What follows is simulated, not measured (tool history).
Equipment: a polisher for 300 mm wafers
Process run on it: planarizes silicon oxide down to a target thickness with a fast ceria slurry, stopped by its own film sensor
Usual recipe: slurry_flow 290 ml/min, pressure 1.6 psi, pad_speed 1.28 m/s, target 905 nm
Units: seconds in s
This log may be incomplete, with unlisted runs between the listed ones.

run,hour,slurry_flow,pressure,pad_speed,target,wafers since the last listed run,wafers polished on this pad,hours since the slurry nozzle was cleaned,hours since the head pressure was calibrated,"incoming thickness of the incoming film, nm",seconds
1,0,290,1.6,1.46,905,0,651,548.2,75.3,1733.5,67.6
2,12,290,1.6,1.46,905,104,756,560.2,87.3,1762.4,69.8
3,25.7,290,1.6,1.46,905,119,876,573.9,101,1732.1,63.5
4,35.1,290,1.6,1.28,905,82,958,583.3,110.4,1760.6,79
5,60.8,290,1.6,1.28,905,224,1182,609,136.1,1764.1,78.5
6,67.1,290,1.6,1.28,905,55,1237,615.3,142.4,1712.2,75.5
# hour 81.5: worn pad replaced by a new one
7,82,290,1.6,1.28,964,95,4,630.2,157.3,1722.3,70.6
8,88.3,290,1.6,1.28,964,55,59,636.5,163.6,1749.4,75.3
9,98.9,290,1.5,1.28,905,92,152,647.1,174.2,1760.1,79.8
10,111,290,1.5,1.28,905,105,258,659.2,186.3,1752.8,80.6
11,121.7,290,1.4,1,905,93,351,669.9,197,1759.2,110.3
12,154.2,290,1.4,1,905,283,635,702.4,229.5,1743.9,108.4
13,165.5,290,1.4,1,905,98,734,713.7,240.8,1736.2,103.9
# hour 166.6: slurry nozzle cleaned
14,178.1,290,1.6,1.28,905,101,835,11.5,253.4,1739.5,77.4
15,193.9,290,1.6,1.28,905,138,973,27.3,269.2,1762.2,77
16,200.2,290,1.6,1.28,905,55,1028,33.6,275.5,1756.9,79.8
17,212.7,290,1.6,1.28,905,109,1137,46.1,288,1731.9,74.4
18,221.9,290,1.6,1.28,905,80,1218,55.3,297.2,1755.9,77.7
19,237.9,290,1.6,1.28,905,139,1358,71.3,313.2,1743.2,76.7
# hour 252.1: worn pad replaced by a new one
20,252.6,200,1.6,1.28,905,93,4,86,327.9,1720.2,80.2
21,261.6,220,2.1,1.02,654,78,83,95,336.9,1751.6,107.2
# hour 275.5: head pressure recalibrated
22,277.7,195,1.6,1.28,1116,123,206,111.1,2.2,1756.6,61.7
23,302.9,290,1.6,1.28,905,220,426,136.3,27.4,1735.2,73.5
24,313.2,220,2.1,1.02,654,89,516,146.6,37.7,1728,106.6
25,320.3,290,1.8,1.4,905,62,578,153.7,44.8,1728.3,65.4
26,338,215,1.6,1.64,754,154,733,171.4,62.5,1740.9,73.2
27,345.2,290,1.6,1.28,905,62,796,178.6,69.7,1722.7,73.6
28,355.3,220,2.1,1.02,654,88,884,188.7,79.8,1752.9,110.4
29,369.6,290,1.6,1.28,905,124,1009,203,94.1,1742.4,77
30,382.3,245,1.6,1.08,905,110,1120,215.7,106.8,1748,94.6
31,391.7,290,1.6,1.28,905,82,1202,225.1,116.2,1716.3,74.4
32,402.8,385,1.3,1.6,905,96,1299,236.2,127.3,1721.6,67.9
33,409.8,290,1.2,1.52,623,61,1360,243.2,134.3,1770.5,101.8
34,418.4,200,2.2,1.28,1163,75,1435,251.8,142.9,1714.1,43.6
35,428.1,290,2,1.54,617,84,1520,261.5,152.6,1707.2,72.1
# hour 433.8: worn pad replaced by a new one
36,437.8,290,1.6,1.28,905,49,35,271.2,162.3,1714.5,72.6
37,453.1,290,1.6,1.28,905,133,168,286.5,177.6,1737.6,75.7
38,462.2,355,1.6,1.28,753,79,248,295.6,186.7,1748.5,91.3

Hidden condition of the tool, last listed run before each entry between runs versus first listed run after:
In the gap between runs 6 and 7: worn pad replaced by a new one (hour 81.5)
  both runs share identical hidden conditions
In the gap between runs 13 and 14: slurry nozzle cleaned (hour 166.6)
  both runs share identical hidden conditions
In the gap between runs 19 and 20: worn pad replaced by a new one (hour 252.1)
  both runs share identical hidden conditions
In the gap between runs 21 and 22: head pressure recalibrated (hour 275.5)
  both runs share identical hidden conditions
In the gap between runs 35 and 36: worn pad replaced by a new one (hour 433.8)
  both runs share identical hidden conditions
